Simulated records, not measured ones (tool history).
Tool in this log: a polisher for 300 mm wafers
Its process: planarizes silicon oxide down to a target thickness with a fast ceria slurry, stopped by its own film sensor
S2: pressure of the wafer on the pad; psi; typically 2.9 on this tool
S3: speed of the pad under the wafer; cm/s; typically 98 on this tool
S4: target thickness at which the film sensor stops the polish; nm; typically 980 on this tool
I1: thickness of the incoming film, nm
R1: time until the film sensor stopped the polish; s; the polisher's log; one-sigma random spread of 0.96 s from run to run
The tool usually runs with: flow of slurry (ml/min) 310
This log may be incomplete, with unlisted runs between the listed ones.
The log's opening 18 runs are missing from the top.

{"run": 19, "day": 58.567, "flow of slurry (ml/min)": 310, "S2": 2.9, "S3": 76, "S4": 980, "I1": 2080.1, "R1": 97.2}
{"run": 20, "day": 60.583, "flow of slurry (ml/min)": 310, "S2": 2.2, "S3": 112, "S4": 1354, "I1": 2080.3, "R1": 60.8}
{"day": 64.238, "done": "worn pad replaced by a new one"}
{"run": 21, "day": 64.896, "flow of slurry (ml/min)": 250, "S2": 2.5, "S3": 98, "S4": 1364, "I1": 2069.3, "R1": 56.6}
{"run": 22, "day": 67.133, "flow of slurry (ml/min)": 310, "S2": 2.9, "S3": 120, "S4": 980, "I1": 2109.1, "R1": 64.7}
{"run": 23, "day": 70.467, "flow of slurry (ml/min)": 310, "S2": 2.9, "S3": 76, "S4": 980, "I1": 2053.6, "R1": 91.3}
{"day": 79.15, "done": "slurry nozzle cleaned"}
{"run": 24, "day": 82.242, "flow of slurry (ml/min)": 385, "S2": 2.3, "S3": 80, "S4": 1087, "I1": 2068.4, "R1": 101.6}
{"day": 86.483, "done": "head pressure recalibrated"}
{"run": 25, "day": 89.608, "flow of slurry (ml/min)": 310, "S2": 2.1, "S3": 98, "S4": 1218, "I1": 2069.7, "R1": 82.4}
{"run": 26, "day": 91.367, "flow of slurry (ml/min)": 310, "S2": 2.9, "S3": 98, "S4": 980, "I1": 2037.5, "R1": 75.3}
{"day": 92.575, "done": "worn pad replaced by a new one"}
{"run": 27, "day": 94.833, "flow of slurry (ml/min)": 265, "S2": 3.7, "S3": 124, "S4": 1218, "I1": 2091.4, "R1": 38.6}
{"run": 28, "day": 98.562, "flow of slurry (ml/min)": 310, "S2": 2.9, "S3": 98, "S4": 980, "I1": 2094.6, "R1": 75.2}
{"run": 29, "day": 102.292, "flow of slurry (ml/min)": 370, "S2": 3.3, "S3": 98, "S4": 980, "I1": 2079.9, "R1": 65.5}
{"run": 30, "day": 104.133, "flow of slurry (ml/min)": 310, "S2": 2.9, "S3": 110, "S4": 1155, "I1": 2111.6, "R1": 58.7}
{"run": 31, "day": 107.862, "flow of slurry (ml/min)": 310, "S2": 2.9, "S3": 78, "S4": 980, "I1": 2077.4, "R1": 92.9}
{"day": 108.521, "done": "slurry nozzle cleaned"}
{"run": 32, "day": 110.892, "flow of slurry (ml/min)": 215, "S2": 2.9, "S3": 98, "S4": 718, "I1": 2080.7, "R1": 98.3}
{"run": 33, "day": 114.267, "flow of slurry (ml/min)": 310, "S2": 3.6, "S3": 98, "S4": 1174, "I1": 2068.5, "R1": 51.3}
{"day": 116.133, "done": "head pressure recalibrated"}
{"run": 34, "day": 116.575, "flow of slurry (ml/min)": 310, "S2": 2.9, "S3": 98, "S4": 980, "I1": 2073.9, "R1": 77.7}
{"run": 35, "day": 119.858, "flow of slurry (ml/min)": 340, "S2": 2.6, "S3": 90, "S4": 724, "I1": 2074.4, "R1": 114.1}
{"day": 123.221, "done": "worn pad replaced by a new one"}
{"run": 36, "day": 123.325, "flow of slurry (ml/min)": 400, "S2": 2.5, "S3": 98, "S4": 980, "I1": 2059.7, "R1": 81.6}
{"run": 37, "day": 127.488, "flow of slurry (ml/min)": 310, "S2": 3.6, "S3": 98, "S4": 980, "I1": 2098.5, "R1": 60.9}

What if the next run were any one of these 3? Each begins from the tool's condition after run 37:
{"run": "A", "day": 127.504, "flow of slurry (ml/min)": 310, "S2": 3.8, "S3": 98, "S4": 980, "I1": 2062.4, "R1": "?"}
{"run": "B", "day": 127.504, "flow of slurry (ml/min)": 420, "S2": 2.9, "S3": 68, "S4": 980, "I1": 2062.4, "R1": "?"}
{"run": "C", "day": 127.504, "flow of slurry (ml/min)": 235, "S2": 2.3, "S3": 98, "S4": 980, "I1": 2062.4, "R1": "?"}

run=A R1=55.6
run=B R1=95.4
run=C R1=93.1
The same runs, with their run-to-run variation unchanged, on a tool lacking any hidden condition would have given:
run=A R1=55.4
run=B R1=94.9
run=C R1=92.6

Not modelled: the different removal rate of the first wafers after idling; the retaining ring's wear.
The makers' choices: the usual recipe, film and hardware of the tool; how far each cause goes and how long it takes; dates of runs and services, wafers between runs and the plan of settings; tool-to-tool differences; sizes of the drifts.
